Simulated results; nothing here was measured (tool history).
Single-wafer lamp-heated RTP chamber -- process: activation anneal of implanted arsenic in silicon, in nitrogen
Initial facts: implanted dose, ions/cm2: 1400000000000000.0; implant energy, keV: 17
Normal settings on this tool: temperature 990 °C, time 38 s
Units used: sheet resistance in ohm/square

run	hour	temperature	time	wafers since the last listed run	wafers since the last pyrometer calibration	wafers since the reflector plate was cleaned	hours since the gauge calibration	read-back reference wafer on the same gauge, sheet resistance	sheet resistance
1	0	990	38	0	815	4023	182.6	115.9	115.05
2	25	990	38	456	1272	4480	207.6	116.03	114.92
3	60	990	38	639	1911	5119	242.6	116	113.87
# hour 79.2: pyrometer window cleaned and pyrometer calibrated
4	86.5	1006	33	337	133	5457	269.1	115.9	108.33
# hour 101.9: reflector plate cleaned
5	102.4	1006	33	144	277	9	285	116.04	111.04
6	132.6	1006	33	551	828	561	315.2	116.05	111.26
7	145.1	982	51	228	1057	789	327.7	116.16	114.39
8	161.3	982	51	295	1352	1085	343.9	116.01	115.22
9	179.2	982	51	326	1679	1412	361.8	116.07	114.82
# hour 207.6: pyrometer window cleaned and pyrometer calibrated
10	214.8	990	38	503	131	1916	397.4	116.02	115.1
11	245	990	38	551	682	2467	427.6	115.94	115.75
12	260.1	990	38	275	958	2743	442.7	116.07	115.63
13	275	990	22	272	1230	3015	457.6	116.04	125.61
# hour 320.1: pyrometer window cleaned and pyrometer calibrated
# hour 323.4: gauge calibrated
14	333.2	1009	52	916	239	3932	9.8	116.01	99.9
15	346.8	963	26	248	488	4180	23.4	116.03	137.63
16	360.8	990	38	255	743	4436	37.4	116.07	116.05
17	387.4	990	38	485	1229	4921	64	115.98	114.31
18	414.1	972	51	487	1717	5409	90.7	115.97	118.86
# hour 422.7: reflector plate cleaned
19	441.2	990	38	348	2065	338	117.8	116.03	117.62
# hour 463.9: pyrometer window cleaned and pyrometer calibrated
20	476	990	38	489	221	827	152.6	115.94	116.58
21	488.1	961	19	220	442	1048	164.7	115.88	146.27
22	506.1	1014	22	328	771	1377	182.7	116.02	113.74
23	540.6	1011	29	629	1401	2007	217.2	116	109.51
24	563.8	961	38	423	1824	2431	240.4	115.98	132.61
# hour 598.8: pyrometer window cleaned and pyrometer calibrated
25	658.7	974	16	1586	1094	4018	335.3	115.84	138.95

Predict each of these 5 candidate next runs independently; none follows another, all start after run 25:
A	659.1	1005	38	7	1101	4025	335.7	?	?
B	659.1	977	23	7	1101	4025	335.7	?	?
C	659.1	978	38	7	1101	4025	335.7	?	?
D	659.1	961	45	7	1101	4025	335.7	?	?
E	659.1	1004	30	7	1101	4025	335.7	?	?

run	read-back reference wafer on the same gauge, sheet resistance	sheet resistance
A	116.05	106.71
B	116.05	130.83
C	116.05	121.15
D	116.05	128.55
E	116.05	111.22
Without the tool's unlogged condition, the same runs would have read:
run	sheet resistance
A	108.57
B	133.08
C	123.47
D	131.09
E	113.19
